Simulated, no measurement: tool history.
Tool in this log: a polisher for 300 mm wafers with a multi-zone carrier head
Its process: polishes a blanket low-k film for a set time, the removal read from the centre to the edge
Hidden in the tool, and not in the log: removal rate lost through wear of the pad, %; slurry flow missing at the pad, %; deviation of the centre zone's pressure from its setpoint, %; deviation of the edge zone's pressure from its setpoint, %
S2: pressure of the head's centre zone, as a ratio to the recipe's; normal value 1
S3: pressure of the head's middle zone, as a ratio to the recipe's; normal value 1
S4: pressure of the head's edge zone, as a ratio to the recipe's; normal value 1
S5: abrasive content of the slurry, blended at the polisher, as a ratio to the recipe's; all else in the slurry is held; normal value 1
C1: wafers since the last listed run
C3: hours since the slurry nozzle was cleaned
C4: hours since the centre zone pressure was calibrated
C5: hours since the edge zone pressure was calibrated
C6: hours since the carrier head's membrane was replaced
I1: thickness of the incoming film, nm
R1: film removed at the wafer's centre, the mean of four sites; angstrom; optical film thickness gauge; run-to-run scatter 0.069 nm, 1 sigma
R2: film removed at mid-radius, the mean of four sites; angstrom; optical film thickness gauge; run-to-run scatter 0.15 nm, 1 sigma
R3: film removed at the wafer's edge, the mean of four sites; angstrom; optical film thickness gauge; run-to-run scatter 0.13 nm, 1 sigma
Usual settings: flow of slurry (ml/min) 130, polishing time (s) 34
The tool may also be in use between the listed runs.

Run 1, hour 0: usual settings; C1 0; wafers polished on this pad 721; C3 260.7; C4 895.1; C5 419.8; C6 1654.7; I1 687.9. Result: R1 115 angstrom, R2 113 angstrom, R3 112 angstrom.
At hour 17.8: edge zone pressure recalibrated.
At hour 32.4: slurry nozzle cleaned.
Run 2, hour 59.8: usual settings; C1 823; wafers polished on this pad 1544; C3 27.4; C4 954.9; C5 42; C6 1714.5; I1 698.1. Result: R1 114 angstrom, R2 112 angstrom, R3 111 angstrom.
At hour 89: worn pad replaced by a new one.
Run 3, hour 121.2: usual settings; C1 832; wafers polished on this pad 466; C3 88.8; C4 1016.3; C5 103.4; C6 1775.9; I1 698.8. Result: R1 114 angstrom, R2 110 angstrom, R3 113 angstrom.
Run 4, hour 177.2: usual settings; C1 812; wafers polished on this pad 1278; C3 144.8; C4 1072.3; C5 159.4; C6 1831.9; I1 690.9. Result: R1 115 angstrom, R2 112 angstrom, R3 112 angstrom.
Run 5, hour 239.3: usual settings but S5 1.1; C1 900; wafers polished on this pad 2178; C3 206.9; C4 1134.4; C5 221.5; C6 1894; I1 711.3. Result: R1 118 angstrom, R2 116 angstrom, R3 119 angstrom.
At hour 259.3: worn pad replaced by a new one.
Run 6, hour 271.6: usual settings but S5 1.1; C1 410; wafers polished on this pad 178; C3 239.2; C4 1166.7; C5 253.8; C6 1926.3; I1 697.2. Result: R1 119 angstrom, R2 117 angstrom, R3 117 angstrom.
At hour 272.7: slurry nozzle cleaned.
Run 7, hour 342.7: usual settings but flow of slurry (ml/min) 115; C1 1016; wafers polished on this pad 1195; C3 70; C4 1237.8; C5 324.9; C6 1997.4; I1 707.5. Result: R1 112 angstrom, R2 111 angstrom, R3 113 angstrom.
At hour 372.7: carrier head's membrane replaced by a new one.
Run 8, hour 381.1: usual settings but S4 0.93; C1 484; wafers polished on this pad 1679; C3 108.4; C4 1276.2; C5 363.3; C6 8.4; I1 688.5. Result: R1 115 angstrom, R2 112 angstrom, R3 109 angstrom.
At hour 385.5: centre zone pressure recalibrated.
Run 9, hour 407.8: usual settings but S2 1.06, S5 1.25, polishing time (s) 46; C1 358; wafers polished on this pad 2037; C3 135.1; C4 22.3; C5 390; C6 35.1; I1 707.2. Result: R1 177 angstrom, R2 165 angstrom, R3 167 angstrom.
At hour 424.9: worn pad replaced by a new one.
Run 10, hour 461.9: usual settings but flow of slurry (ml/min) 165, S2 0.93, S5 1.1; C1 726; wafers polished on this pad 536; C3 189.2; C4 76.4; C5 444.1; C6 89.2; I1 714.3. Result: R1 115 angstrom, R2 120 angstrom, R3 120 angstrom.
At hour 492.6: edge zone pressure recalibrated.
Run 11, hour 506: usual settings but S2 0.91, S4 0.89, S5 0.9, polishing time (s) 28; C1 610; wafers polished on this pad 1146; C3 233.3; C4 120.5; C5 13.4; C6 133.3; I1 701.6. Result: R1 81 angstrom, R2 90 angstrom, R3 86 angstrom.
At hour 548.9: slurry nozzle cleaned.
Run 12, hour 573.7: usual settings; C1 967; wafers polished on this pad 2113; C3 24.8; C4 188.2; C5 81.1; C6 201; I1 692.4. Result: R1 114 angstrom, R2 113 angstrom, R3 112 angstrom.
At hour 605: worn pad replaced by a new one.
Run 13, hour 628: usual settings; C1 729; wafers polished on this pad 334; C3 79.1; C4 242.5; C5 135.4; C6 255.3; I1 697.8. Result: R1 115 angstrom, R2 112 angstrom, R3 112 angstrom.
Run 14, hour 662.7: usual settings but S4 1.05, polishing time (s) 25; C1 503; wafers polished on this pad 837; C3 113.8; C4 277.2; C5 170.1; C6 290; I1 693.8. Result: R1 83 angstrom, R2 82 angstrom, R3 84 angstrom.
Run 15, hour 728.6: usual settings but flow of slurry (ml/min) 155, S3 1.11, S5 0.85; C1 955; wafers polished on this pad 1793; C3 179.7; C4 343.1; C5 236; C6 355.9; I1 711.9. Result: R1 110 angstrom, R2 119 angstrom, R3 106 angstrom.
At hour 748.6: worn pad replaced by a new one.
At hour 786.6: slurry nozzle cleaned.
Run 16, hour 788.9: usual settings but S3 0.91, S5 1.2; C1 801; wafers polished on this pad 570; C3 2.3; C4 403.4; C5 296.3; C6 416.2; I1 700.2. Result: R1 123 angstrom, R2 111 angstrom, R3 119 angstrom.

Forecast each of these 3 alternatives for the next run:
Run A, hour 789.3: usual settings but S2 0.92; C1 5; wafers polished on this pad 576; C3 2.7; C4 403.8; C5 296.7; C6 416.6; I1 696.1. Result: R1 ?, R2 ?, R3 ?.
Run B, hour 789.3: usual settings but S3 1.04; C1 5; wafers polished on this pad 576; C3 2.7; C4 403.8; C5 296.7; C6 416.6; I1 696.1. Result: R1 ?, R2 ?, R3 ?.
Run C, hour 789.3: usual settings but S3 1.11, polishing time (s) 43; C1 5; wafers polished on this pad 576; C3 2.7; C4 403.8; C5 296.7; C6 416.6; I1 696.1. Result: R1 ?, R2 ?, R3 ?.

run   R1   R2   R3
  A  106  112  113
  B  115  115  113
  C  145  154  143
Without the tool's hidden state the same runs would have given:
run   R1   R2   R3
  A  106  112  113
  B  115  115  113
  C  145  154  143
